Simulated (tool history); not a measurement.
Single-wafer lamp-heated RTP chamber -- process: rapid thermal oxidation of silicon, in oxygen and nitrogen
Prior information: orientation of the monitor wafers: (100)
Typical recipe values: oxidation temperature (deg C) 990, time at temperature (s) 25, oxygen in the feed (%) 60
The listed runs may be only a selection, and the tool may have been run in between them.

run   hour  oxidation temperature (deg C)  time at temperature (s)  oxygen in the feed (%)  read-back reference wafer on the same gauge, thickness  oxide thickness on the monitor wafer (Å)
  1      0                            990                       25                      60                                                    3.34                                      29.4
  2   21.9                            990                       25                      60                                                   3.339                                     29.53
  3  108.6                            990                       25                      60                                                   3.342                                     29.03
  4  126.2                            990                       25                      60                                                   3.343                                      29.1
  5  160.7                           1003                       25                      60                                                   3.344                                     31.83
  6  189.3                           1003                       25                      60                                                   3.344                                     32.33
  7  214.3                           1003                       25                      60                                                   3.339                                      32.2
  8  237.4                            990                       25                      60                                                   3.334                                        30
  9  268.3                            990                       25                      60                                                   3.337                                     30.18
 10  300.9                            990                       25                      60                                                   3.343                                      28.6
 11  331.6                            990                       25                      60                                                    3.34                                     28.93
 12  352.8                            990                       25                      60                                                   3.341                                     28.89
 13  379.5                            990                       25                      60                                                   3.341                                     29.29
 14  462.8                            990                       15                      60                                                   3.339                                     25.23
 15  478.8                            990                       15                      60                                                   3.345                                     25.25
 16  493.7                            990                       15                      60                                                   3.338                                     25.34
 17  524.4                            964                       20                      87                                                   3.339                                     25.41
 18  537.5                            990                       25                      60                                                   3.337                                     28.73
 19  567.5                            990                       25                      84                                                   3.337                                     31.95
 20  594.4                            990                       16                      74                                                   3.345                                     26.57
 21  621.4                            990                       25                      60                                                   3.339                                     29.35
 22  642.1                            990                       25                      60                                                   3.331                                     29.49
 23  659.9                            977                       21                      82                                                   3.338                                      28.4
 24  677.7                            964                       25                      73                                                   3.335                                     26.83
 25  711.5                            990                       25                      87                                                   3.344                                     33.62
 26  731.3                            990                       25                      60                                                   3.339                                     28.58
 27  748.2                            969                       20                      79                                                   3.335                                     25.43
 28  781.3                            990                       31                      48                                                   3.342                                      29.4
 29  809.2                           1013                       17                      60                                                   3.347                                     29.24
 30  844.5                           1016                       32                      60                                                    3.34                                     38.11
 31  871.5                           1015                       18                      30                                                   3.333                                     25.32
 32  892.9                            990                       25                      60                                                   3.336                                     30.09

Put back what was entered between runs (6 entries, withheld): which listed runs does each sit between, and how does the hidden state differ from the listed run before to the listed run after?
Run 2 -> run 3: pyrometer window cleaned and pyrometer calibrated (hour 84.4)
  true wafer temperature minus pyrometer reading, K: 5.65 -> 2.4
  measured result minus the result with no hidden state, oxide thickness on the monitor wafer (Å): +0.97 -> +0.4
Run 9 -> run 10: pyrometer window cleaned and pyrometer calibrated (hour 286.3)
  true wafer temperature minus pyrometer reading, K: 8.53 -> 0.766
  measured result minus the result with no hidden state, oxide thickness on the monitor wafer (Å): +1.5 -> +0.13
Run 11 -> run 12: oxygen flow controller replaced (hour 352.3)
  true wafer temperature minus pyrometer reading, K: 1.95 -> 2.76
  measured result minus the result with no hidden state, oxide thickness on the monitor wafer (Å): +0.33 -> +0.46
Run 15 -> run 16: gauge calibrated (hour 484.2)
  true wafer temperature minus pyrometer reading, K: 7.6 -> 8.17
  measured result minus the result with no hidden state, oxide thickness on the monitor wafer (Å): +0.93 -> +1.01
Run 16 -> run 17: pyrometer window cleaned and pyrometer calibrated (hour 510.2)
  true wafer temperature minus pyrometer reading, K: 8.17 -> 1.16
  measured result minus the result with no hidden state, oxide thickness on the monitor wafer (Å): +1.01 -> +0.15
Run 25 -> run 26: pyrometer window cleaned and pyrometer calibrated (hour 721.3)
  true wafer temperature minus pyrometer reading, K: 8.35 -> 0.722
  measured result minus the result with no hidden state, oxide thickness on the monitor wafer (Å): +1.78 -> +0.12
